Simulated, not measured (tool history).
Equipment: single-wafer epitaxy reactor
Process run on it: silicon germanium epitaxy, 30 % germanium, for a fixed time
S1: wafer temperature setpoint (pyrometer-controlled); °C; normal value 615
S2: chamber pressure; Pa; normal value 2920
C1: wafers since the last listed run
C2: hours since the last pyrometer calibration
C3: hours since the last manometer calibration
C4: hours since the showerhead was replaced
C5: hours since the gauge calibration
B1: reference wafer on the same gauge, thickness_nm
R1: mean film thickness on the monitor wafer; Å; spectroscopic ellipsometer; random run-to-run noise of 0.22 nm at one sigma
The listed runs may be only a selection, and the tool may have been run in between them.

Run 1, day 0.000: usual settings; C1 0; C2 1270.4; C3 1014.0; C4 6108.7; C5 211.2; B1 66.370. Result: R1 761.25 Å.
Run 2, day 3.938: usual settings; C1 2174; C2 1364.9; C3 1108.5; C4 6203.2; C5 305.7; B1 66.204. Result: R1 757.02 Å.
Run 3, day 7.388: usual settings; C1 1905; C2 1447.7; C3 1191.3; C4 6286.0; C5 388.5; B1 66.167. Result: R1 755.72 Å.
Run 4, day 8.888: usual settings but S1 607 °C; C1 828; C2 1483.7; C3 1227.3; C4 6322.0; C5 424.5; B1 66.137. Result: R1 648.19 Å.
Run 5, day 13.142: usual settings but S1 607 °C; C1 2349; C2 1585.8; C3 1329.4; C4 6424.1; C5 526.6; B1 66.009. Result: R1 646.87 Å.
Run 6, day 15.671: usual settings but S2 2346 Pa; C1 1396; C2 1646.5; C3 1390.1; C4 6484.8; C5 587.3; B1 66.050. Result: R1 649.52 Å.
At day 16.662: capacitance manometer re-zeroed and calibrated.
Run 7, day 17.696: usual settings but S2 2346 Pa; C1 934; C2 1695.1; C3 24.8; C4 6533.4; C5 635.9; B1 65.993. Result: R1 648.70 Å.
Run 8, day 20.071: usual settings but S1 602 °C, S2 3306 Pa; C1 1311; C2 1752.1; C3 81.8; C4 6590.4; C5 692.9; B1 66.000. Result: R1 636.99 Å.
Run 9, day 22.788: usual settings but S1 630 °C, S2 2266 Pa; C1 1500; C2 1817.3; C3 147.0; C4 6655.6; C5 758.1; B1 65.961. Result: R1 832.69 Å.
At day 26.017: showerhead replaced.
At day 34.658: gauge calibrated.
At day 35.242: pyrometer calibrated.
Run 10, day 35.521: usual settings but S1 606 °C, S2 3466 Pa; C1 6663; C2 6.7; C3 452.6; C4 228.1; C5 20.7; B1 66.749. Result: R1 712.06 Å.
Run 11, day 37.946: usual settings; C1 1339; C2 64.9; C3 510.8; C4 286.3; C5 78.9; B1 66.629. Result: R1 762.12 Å.
Run 12, day 39.888: usual settings but S1 605 °C, S2 2213 Pa; C1 1072; C2 111.5; C3 557.4; C4 332.9; C5 125.5; B1 66.561. Result: R1 517.54 Å.
Run 13, day 42.875: usual settings; C1 1649; C2 183.2; C3 629.1; C4 404.6; C5 197.2; B1 66.419. Result: R1 761.57 Å.

The next listed run, before its measurement:
Run 14, day 46.275: usual settings; C1 1877; C2 264.8; C3 710.7; C4 486.2; C5 278.8; B1 ?. Result: R1 ?.

Run 14 gave B1 66.348, R1 762.70 Å.
If the tool had no hidden condition, the same run with the same run-to-run variation would have returned R1 767.98 Å.
